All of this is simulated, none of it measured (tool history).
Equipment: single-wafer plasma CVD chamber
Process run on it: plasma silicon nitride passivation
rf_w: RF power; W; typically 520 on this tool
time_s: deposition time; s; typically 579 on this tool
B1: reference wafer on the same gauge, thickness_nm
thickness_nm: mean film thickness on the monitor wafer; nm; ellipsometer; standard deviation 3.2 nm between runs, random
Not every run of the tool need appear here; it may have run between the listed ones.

Run 1, hour 0.0: usual settings but rf_w 570 W; B1 810.637. Result: thickness_nm 924.473 nm.
Run 2, hour 54.2: usual settings but rf_w 590 W, time_s 636 s; B1 811.243. Result: thickness_nm 1028.258 nm.
Run 3, hour 117.5: usual settings but rf_w 590 W, time_s 636 s; B1 813.588. Result: thickness_nm 1032.422 nm.
Run 4, hour 188.6: usual settings but time_s 520 s; B1 813.379. Result: thickness_nm 819.169 nm.
Run 5, hour 290.3: usual settings but time_s 537 s; B1 814.232. Result: thickness_nm 839.645 nm.
Run 6, hour 369.5: usual settings but time_s 537 s; B1 816.530. Result: thickness_nm 848.129 nm.
Run 7, hour 424.9: usual settings but time_s 537 s; B1 815.552. Result: thickness_nm 838.694 nm.
Run 8, hour 464.5: usual settings; B1 816.818. Result: thickness_nm 911.454 nm.
At hour 477.1: RF generator calibrated.
At hour 520.5: gauge calibrated.
Run 9, hour 522.0: usual settings; B1 791.151. Result: thickness_nm 885.892 nm.
Run 10, hour 618.8: usual settings; B1 798.133. Result: thickness_nm 886.720 nm.
Run 11, hour 718.9: usual settings but rf_w 560 W, time_s 496 s; B1 802.532. Result: thickness_nm 782.887 nm.
Run 12, hour 774.0: usual settings but rf_w 550 W, time_s 519 s; B1 805.442. Result: thickness_nm 820.631 nm.
Run 13, hour 821.5: usual settings but rf_w 425 W, time_s 522 s; B1 807.317. Result: thickness_nm 761.184 nm.
Run 14, hour 895.5: usual settings but rf_w 490 W, time_s 676 s; B1 807.996. Result: thickness_nm 1035.079 nm.
Run 15, hour 982.9: usual settings; B1 811.355. Result: thickness_nm 902.345 nm.
At hour 1110.8: showerhead replaced.
Run 16, hour 1282.1: usual settings but rf_w 605 W, time_s 668 s; B1 814.875. Result: thickness_nm 1097.215 nm.
Run 17, hour 1319.3: usual settings but rf_w 550 W, time_s 493 s; B1 815.691. Result: thickness_nm 788.786 nm.
Run 18, hour 1359.3: usual settings but rf_w 560 W, time_s 496 s; B1 815.386. Result: thickness_nm 792.775 nm.
Run 19, hour 1419.0: usual settings but time_s 629 s; B1 815.708. Result: thickness_nm 985.013 nm.
Run 20, hour 1478.3: usual settings but rf_w 445 W, time_s 656 s; B1 814.737. Result: thickness_nm 989.543 nm.

Alternative continuations, all from the tool just after run 20; predict every row:
Run A, hour 1478.9: usual settings; B1 ?. Result: thickness_nm ?.
Run B, hour 1478.9: usual settings but time_s 650 s; B1 ?. Result: thickness_nm ?.
Run C, hour 1478.9: usual settings but rf_w 550 W, time_s 675 s; B1 ?. Result: thickness_nm ?.

run       B1  thickness_nm
  A  815.534       906.548
  B  815.534      1017.713
  C  815.534      1073.660
Had the tool no hidden state, the same runs would have come out as:
run  thickness_nm
  A       877.481
  B       985.082
  C      1039.235
